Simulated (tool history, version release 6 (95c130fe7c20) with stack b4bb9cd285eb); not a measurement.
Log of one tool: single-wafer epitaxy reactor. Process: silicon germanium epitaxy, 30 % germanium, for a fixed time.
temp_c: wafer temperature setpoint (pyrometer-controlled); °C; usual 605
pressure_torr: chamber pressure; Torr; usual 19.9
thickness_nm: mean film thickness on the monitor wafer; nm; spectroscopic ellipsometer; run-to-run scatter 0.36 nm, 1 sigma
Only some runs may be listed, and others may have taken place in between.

run	day	temp_c	pressure_torr	read-back reference wafer on the same gauge, thickness_nm	thickness_nm
1	0	605	19.9	58.456	62.742
2	2.904	605	19.9	58.471	62.645
3	4.779	605	19.9	58.433	62.36
4	8.312	615	21.4	58.465	79.045
5	10.954	605	19.9	58.482	62.289
6	12.867	617	22.6	58.542	83.621
7	17.238	605	19.9	58.503	62.287
8	19.529	605	19.9	58.486	62.152
# day 22.521: capacitance manometer re-zeroed and calibrated
9	23.617	605	19.9	58.505	63.816
10	25.179	605	23.1	58.536	67.901
11	29.004	605	23.1	58.539	67.818
12	33.367	605	19.9	58.442	63.324
13	35.842	605	19.9	58.531	63.261
14	38.075	605	19.9	58.471	63.092
15	40.488	599	21.3	58.439	56.417
16	42.879	613	17.4	58.523	70.217
17	46.058	605	19.9	58.492	62.116
18	50.121	613	16.7	58.434	68.733
19	54.108	605	19.9	58.455	63.179
# day 55.129: gauge calibrated
20	56.371	591	24.3	58.515	50.224
21	58.95	618	24.3	58.464	87.467
22	62.204	619	24.3	58.443	88.886
# day 65.912: pyrometer calibrated
23	65.933	605	19.9	58.498	62.102
24	69.512	615	21.9	58.514	79.471
# day 71.312: showerhead replaced
# day 72.171: capacitance manometer re-zeroed and calibrated
25	73.796	595	15.6	58.522	47.227
26	77.629	594	24.7	58.503	55.306
27	79.379	593	17.3	58.502	46.594
28	83	605	18	58.486	60.886
29	84.642	605	19.9	58.419	63.551
30	86.242	618	19.9	58.537	82.873
31	90.246	614	21.4	58.469	77.828
32	95.238	599	22.8	58.475	58.891
33	100.608	605	19.9	58.495	62.872
34	105.054	611	22.3	58.449	74.047

Exercise: give the hidden state of the tool at every run:
wafer temperature above the value expected at the setpoint (K): 0 on each run
gauge reads high (%): 0 on each run
H1: true pressure above the setpoint (%)
run	H1
1	-6.94
2	-7.15
3	-7.27
4	-7.45
5	-7.57
6	-7.64
7	-7.77
8	-7.83
9	-0.755
10	-1.48
11	-2.99
12	-4.33
13	-4.94
14	-5.42
15	-5.86
16	-6.24
17	-6.67
18	-7.1
19	-7.44
20	-7.59
21	-7.74
22	-7.9
23	-8.05
24	-8.16
25	-0.441
26	-2.05
27	-2.67
28	-3.76
29	-4.17
30	-4.54
31	-5.31
32	-6.04
33	-6.61
34	-6.96

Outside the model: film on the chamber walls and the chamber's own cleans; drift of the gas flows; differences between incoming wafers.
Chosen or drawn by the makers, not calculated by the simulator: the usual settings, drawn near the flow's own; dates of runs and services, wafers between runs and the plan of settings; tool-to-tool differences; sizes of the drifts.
